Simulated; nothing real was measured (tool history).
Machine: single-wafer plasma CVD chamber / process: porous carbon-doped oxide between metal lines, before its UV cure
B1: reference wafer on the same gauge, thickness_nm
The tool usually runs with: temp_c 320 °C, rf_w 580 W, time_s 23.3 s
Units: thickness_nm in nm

{"run": 1, "hour": 0.0, "temp_c": 320, "rf_w": 530, "time_s": 20.9, "B1": 132.934, "thickness_nm": 96.781}
{"run": 2, "hour": 21.7, "temp_c": 320, "rf_w": 530, "time_s": 20.9, "B1": 132.828, "thickness_nm": 96.846}
{"run": 3, "hour": 48.6, "temp_c": 320, "rf_w": 530, "time_s": 20.9, "B1": 132.801, "thickness_nm": 97.252}
{"run": 4, "hour": 69.4, "temp_c": 320, "rf_w": 580, "time_s": 24.8, "B1": 133.23, "thickness_nm": 119.199}
{"run": 5, "hour": 96.9, "temp_c": 320, "rf_w": 580, "time_s": 24.8, "B1": 132.721, "thickness_nm": 119.523}
{"run": 6, "hour": 117.9, "temp_c": 320, "rf_w": 580, "time_s": 24.8, "B1": 133.125, "thickness_nm": 119.982}
{"run": 7, "hour": 130.0, "temp_c": 324, "rf_w": 580, "time_s": 23.3, "B1": 133.084, "thickness_nm": 110.009}
{"run": 8, "hour": 142.2, "temp_c": 320, "rf_w": 580, "time_s": 23.3, "B1": 133.183, "thickness_nm": 112.648}
{"run": 9, "hour": 165.9, "temp_c": 320, "rf_w": 580, "time_s": 23.3, "B1": 132.987, "thickness_nm": 112.433}
{"run": 10, "hour": 180.1, "temp_c": 327, "rf_w": 610, "time_s": 23.3, "B1": 132.954, "thickness_nm": 111.286}
{"run": 11, "hour": 214.8, "temp_c": 320, "rf_w": 580, "time_s": 23.3, "B1": 132.848, "thickness_nm": 112.697}
{"run": 12, "hour": 227.4, "temp_c": 320, "rf_w": 580, "time_s": 23.3, "B1": 132.9, "thickness_nm": 112.175}
{"run": 13, "hour": 252.8, "temp_c": 316, "rf_w": 580, "time_s": 23.3, "B1": 132.925, "thickness_nm": 114.798}
{"hour": 252.9, "done": "gauge calibrated"}
{"hour": 276.1, "done": "thermocouple changed; heater temperature recalibrated"}
{"run": 14, "hour": 278.5, "temp_c": 320, "rf_w": 580, "time_s": 24.8, "B1": 132.923, "thickness_nm": 120.064}
{"hour": 298.9, "done": "RF generator calibrated"}
{"run": 15, "hour": 309.3, "temp_c": 320, "rf_w": 645, "time_s": 25.1, "B1": 133.34, "thickness_nm": 132.389}
{"run": 16, "hour": 326.9, "temp_c": 320, "rf_w": 580, "time_s": 23.3, "B1": 133.033, "thickness_nm": 117.429}
{"run": 17, "hour": 341.0, "temp_c": 333, "rf_w": 695, "time_s": 26.1, "B1": 133.169, "thickness_nm": 134.546}
{"run": 18, "hour": 364.9, "temp_c": 312, "rf_w": 580, "time_s": 23.3, "B1": 132.773, "thickness_nm": 122.326}
{"hour": 399.6, "done": "showerhead replaced, of another model than before"}
{"run": 19, "hour": 400.1, "temp_c": 320, "rf_w": 580, "time_s": 23.3, "B1": 132.908, "thickness_nm": 116.916}
{"run": 20, "hour": 419.2, "temp_c": 327, "rf_w": 580, "time_s": 21.4, "B1": 133.08, "thickness_nm": 102.321}
{"run": 21, "hour": 490.7, "temp_c": 311, "rf_w": 625, "time_s": 21.1, "B1": 132.902, "thickness_nm": 116.463}
{"run": 22, "hour": 509.3, "temp_c": 320, "rf_w": 530, "time_s": 20.9, "B1": 132.869, "thickness_nm": 97.331}
{"run": 23, "hour": 568.9, "temp_c": 320, "rf_w": 510, "time_s": 23.3, "B1": 133.034, "thickness_nm": 103.73}
{"run": 24, "hour": 594.6, "temp_c": 330, "rf_w": 500, "time_s": 27.2, "B1": 133.057, "thickness_nm": 111.465}
{"run": 25, "hour": 617.1, "temp_c": 320, "rf_w": 640, "time_s": 19.5, "B1": 133.087, "thickness_nm": 103.712}
{"run": 26, "hour": 637.5, "temp_c": 320, "rf_w": 580, "time_s": 23.3, "B1": 133.097, "thickness_nm": 113.755}

Predict each of these 4 candidate next runs independently; none follows another, all start after run 26:
{"run": "A", "hour": 637.9, "temp_c": 320, "rf_w": 520, "time_s": 23.3, "B1": "?", "thickness_nm": "?"}
{"run": "B", "hour": 637.9, "temp_c": 311, "rf_w": 515, "time_s": 19.1, "B1": "?", "thickness_nm": "?"}
{"run": "C", "hour": 637.9, "temp_c": 320, "rf_w": 540, "time_s": 20.3, "B1": "?", "thickness_nm": "?"}
{"run": "D", "hour": 637.9, "temp_c": 312, "rf_w": 525, "time_s": 20.2, "B1": "?", "thickness_nm": "?"}

run=A B1=133.167 thickness_nm=103.704
run=B B1=133.167 thickness_nm=89.291
run=C B1=133.167 thickness_nm=93.477
run=D B1=133.167 thickness_nm=95.141
What these runs would have given with no unlogged condition in the tool:
run=A thickness_nm=107.515
run=B thickness_nm=92.583
run=C thickness_nm=96.882
run=D thickness_nm=98.626
